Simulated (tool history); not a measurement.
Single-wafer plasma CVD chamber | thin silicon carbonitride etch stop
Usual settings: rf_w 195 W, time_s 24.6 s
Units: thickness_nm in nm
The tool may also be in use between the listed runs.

run,hour,rf_w,time_s,wafers since the last listed run,hours since the last thermocouple change,hours since the last RF generator calibration,hours since the showerhead was replaced,hours since the gauge calibration,"read-back reference wafer on the same gauge, thickness_nm",thickness_nm
1,0.0,195,24.6,0,861.6,1939.2,7556.1,532.9,11.099,12.465
2,52.1,195,24.6,1063,913.7,1991.3,7608.2,585.0,11.100,12.451
3,86.3,195,24.6,697,947.9,2025.5,7642.4,619.2,11.099,12.462
4,142.5,195,24.6,1146,1004.1,2081.7,7698.6,675.4,11.102,12.444
5,209.4,195,24.6,1365,1071.0,2148.6,7765.5,742.3,11.097,12.453
6,233.6,195,21.4,493,1095.2,2172.8,7789.7,766.5,11.100,10.832
# hour 263.6: RF generator calibrated
7,291.0,195,21.4,1008,1152.6,27.4,7847.1,823.9,11.101,11.042
# hour 319.0: gauge calibrated
8,348.9,195,24.6,1181,1210.5,85.3,7905.0,29.9,11.105,12.708
# hour 362.0: thermocouple changed; heater temperature recalibrated
9,431.4,165,21.2,1520,69.4,167.8,7987.5,112.4,11.100,10.454

The next listed run, before its measurement:
# hour 492.6: showerhead replaced
10,494.0,185,20.2,1114,132.0,230.4,1.4,175.0,?,?

read-back reference wafer on the same gauge, thickness_nm: 11.100
thickness_nm: 10.226 nm
Without the tool's hidden state the same run would have given thickness_nm 10.305 nm.

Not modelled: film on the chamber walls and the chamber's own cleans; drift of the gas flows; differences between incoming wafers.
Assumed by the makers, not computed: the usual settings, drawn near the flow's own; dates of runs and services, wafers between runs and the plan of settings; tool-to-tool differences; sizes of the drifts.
